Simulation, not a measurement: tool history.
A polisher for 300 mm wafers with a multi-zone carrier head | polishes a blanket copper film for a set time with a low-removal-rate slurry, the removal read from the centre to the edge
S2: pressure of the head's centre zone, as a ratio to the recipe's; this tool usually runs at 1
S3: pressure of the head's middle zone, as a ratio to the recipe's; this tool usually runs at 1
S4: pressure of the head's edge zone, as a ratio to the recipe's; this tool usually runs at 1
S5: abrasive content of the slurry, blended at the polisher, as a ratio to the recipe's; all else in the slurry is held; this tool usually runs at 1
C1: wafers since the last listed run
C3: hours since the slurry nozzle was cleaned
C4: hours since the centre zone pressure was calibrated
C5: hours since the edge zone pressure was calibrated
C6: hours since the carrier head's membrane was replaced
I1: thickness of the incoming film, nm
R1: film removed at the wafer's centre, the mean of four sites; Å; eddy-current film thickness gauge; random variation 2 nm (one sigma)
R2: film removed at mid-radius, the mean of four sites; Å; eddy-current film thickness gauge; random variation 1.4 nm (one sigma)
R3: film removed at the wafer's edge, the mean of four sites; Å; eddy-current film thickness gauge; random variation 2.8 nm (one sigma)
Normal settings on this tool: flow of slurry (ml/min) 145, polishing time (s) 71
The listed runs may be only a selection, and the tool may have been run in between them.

Run 1, hour 0: usual settings; C1 0; wafers polished on this pad 591; C3 398.5; C4 1036.8; C5 898.6; C6 322.1; I1 612.3. Result: R1 1916 Å, R2 1962 Å, R3 1998 Å.
Run 2, hour 21.2: usual settings; C1 155; wafers polished on this pad 747; C3 419.7; C4 1058; C5 919.8; C6 343.3; I1 618.5. Result: R1 1965 Å, R2 1974 Å, R3 1948 Å.
Run 3, hour 54.6: usual settings; C1 244; wafers polished on this pad 991; C3 453.1; C4 1091.4; C5 953.2; C6 376.7; I1 626.1. Result: R1 1950 Å, R2 1956 Å, R3 2007 Å.
Run 4, hour 81.5: usual settings but flow of slurry (ml/min) 165, S5 1.1; C1 196; wafers polished on this pad 1188; C3 480; C4 1118.3; C5 980.1; C6 403.6; I1 631.4. Result: R1 2039 Å, R2 2053 Å, R3 2075 Å.
At hour 104.9: worn pad replaced by a new one.
Run 5, hour 117.2: usual settings but flow of slurry (ml/min) 165, S5 1.1; C1 232; wafers polished on this pad 90; C3 515.7; C4 1154; C5 1015.8; C6 439.3; I1 621.1. Result: R1 2001 Å, R2 2048 Å, R3 2021 Å.
Run 6, hour 131.5: usual settings but polishing time (s) 87; C1 104; wafers polished on this pad 194; C3 530; C4 1168.3; C5 1030.1; C6 453.6; I1 606.8. Result: R1 2364 Å, R2 2354 Å, R3 2350 Å.
Run 7, hour 163.6: usual settings but polishing time (s) 58; C1 235; wafers polished on this pad 429; C3 562.1; C4 1200.4; C5 1062.2; C6 485.7; I1 622.3. Result: R1 1571 Å, R2 1553 Å, R3 1609 Å.
At hour 179.1: slurry nozzle cleaned.
Run 8, hour 193.6: usual settings but S2 1.03, S3 1.11; C1 212; wafers polished on this pad 642; C3 14.5; C4 1230.4; C5 1092.2; C6 515.7; I1 620. Result: R1 2040 Å, R2 2191 Å, R3 1994 Å.
At hour 199.5: edge zone pressure recalibrated.
Run 9, hour 212.7: usual settings; C1 125; wafers polished on this pad 767; C3 33.6; C4 1249.5; C5 13.2; C6 534.8; I1 623.8. Result: R1 1971 Å, R2 1980 Å, R3 2008 Å.
Run 10, hour 239.2: usual settings but flow of slurry (ml/min) 165, S5 1.1; C1 194; wafers polished on this pad 961; C3 60.1; C4 1276; C5 39.7; C6 561.3; I1 623.9. Result: R1 2095 Å, R2 2105 Å, R3 2091 Å.
Run 11, hour 251.4: usual settings but polishing time (s) 58; C1 89; wafers polished on this pad 1050; C3 72.3; C4 1288.2; C5 51.9; C6 573.5; I1 625.4. Result: R1 1634 Å, R2 1643 Å, R3 1629 Å.
Run 12, hour 284.9: usual settings but S2 1.09, S3 1.06, S5 1.15, polishing time (s) 80; C1 245; wafers polished on this pad 1296; C3 105.8; C4 1321.7; C5 85.4; C6 607; I1 628.4. Result: R1 2475 Å, R2 2412 Å, R3 2298 Å.
At hour 296.1: centre zone pressure recalibrated.
At hour 307.1: carrier head's membrane replaced by a new one.
At hour 309.6: worn pad replaced by a new one.
Run 13, hour 316.6: usual settings but flow of slurry (ml/min) 165, S5 1.1; C1 162; wafers polished on this pad 51; C3 137.5; C4 20.5; C5 117.1; C6 9.5; I1 623.4. Result: R1 2105 Å, R2 2071 Å, R3 2094 Å.
Run 14, hour 337.5: usual settings but S4 0.93; C1 153; wafers polished on this pad 204; C3 158.4; C4 41.4; C5 138; C6 30.4; I1 622.5. Result: R1 1994 Å, R2 1989 Å, R3 1955 Å.
Run 15, hour 372: usual settings; C1 252; wafers polished on this pad 456; C3 192.9; C4 75.9; C5 172.5; C6 64.9; I1 613.2. Result: R1 1988 Å, R2 1987 Å, R3 1971 Å.
Run 16, hour 459.9: usual settings but S2 0.93, S3 0.9, polishing time (s) 50; C1 643; wafers polished on this pad 1100; C3 280.8; C4 163.8; C5 260.4; C6 152.8; I1 617.7. Result: R1 1281 Å, R2 1283 Å, R3 1436 Å.
Run 17, hour 495: usual settings; C1 257; wafers polished on this pad 1357; C3 315.9; C4 198.9; C5 295.5; C6 187.9; I1 611.5. Result: R1 1974 Å, R2 1971 Å, R3 2034 Å.
At hour 500.8: worn pad replaced by a new one.
Run 18, hour 517: usual settings but flow of slurry (ml/min) 165, S5 1.2; C1 131; wafers polished on this pad 118; C3 337.9; C4 220.9; C5 317.5; C6 209.9; I1 610.3. Result: R1 2075 Å, R2 2065 Å, R3 2052 Å.
Run 19, hour 529.9: usual settings but S2 1.03, S3 0.89; C1 94; wafers polished on this pad 213; C3 350.8; C4 233.8; C5 330.4; C6 222.8; I1 607.7. Result: R1 2005 Å, R2 1800 Å, R3 1983 Å.
Run 20, hour 552.7: usual settings but S4 1.05; C1 166; wafers polished on this pad 379; C3 373.6; C4 256.6; C5 353.2; C6 245.6; I1 630.6. Result: R1 1955 Å, R2 1953 Å, R3 2009 Å.
Run 21, hour 570.9: usual settings but flow of slurry (ml/min) 165, S5 1.1; C1 133; wafers polished on this pad 513; C3 391.8; C4 274.8; C5 371.4; C6 263.8; I1 610.2. Result: R1 2048 Å, R2 2042 Å, R3 2048 Å.

Predict each of these 4 candidate next runs independently; none follows another, all start after run 21:
Run A, hour 571.3: usual settings; C1 2; wafers polished on this pad 516; C3 392.2; C4 275.2; C5 371.8; C6 264.2; I1 610.7. Result: R1 ?, R2 ?, R3 ?.
Run B, hour 571.3: usual settings but flow of slurry (ml/min) 100, S3 1.05, S4 1.04, S5 0.85; C1 2; wafers polished on this pad 516; C3 392.2; C4 275.2; C5 371.8; C6 264.2; I1 610.7. Result: R1 ?, R2 ?, R3 ?.
Run C, hour 571.3: usual settings but flow of slurry (ml/min) 170; C1 2; wafers polished on this pad 516; C3 392.2; C4 275.2; C5 371.8; C6 264.2; I1 610.7. Result: R1 ?, R2 ?, R3 ?.
Run D, hour 571.3: usual settings but flow of slurry (ml/min) 175, S3 1.09, S4 0.95, S5 0.75; C1 2; wafers polished on this pad 516; C3 392.2; C4 275.2; C5 371.8; C6 264.2; I1 610.7. Result: R1 ?, R2 ?, R3 ?.

run    R1    R2    R3
  A  1941  1948  1961
  B  1663  1768  1802
  C  2019  2017  2010
  D  1938  2080  1874
Stripped of hidden state, with their random variation kept, the same runs would have yielded:
run    R1    R2    R3
  A  1989  1991  1991
  B  1726  1825  1840
  C  2061  2054  2036
  D  1976  2117  1899
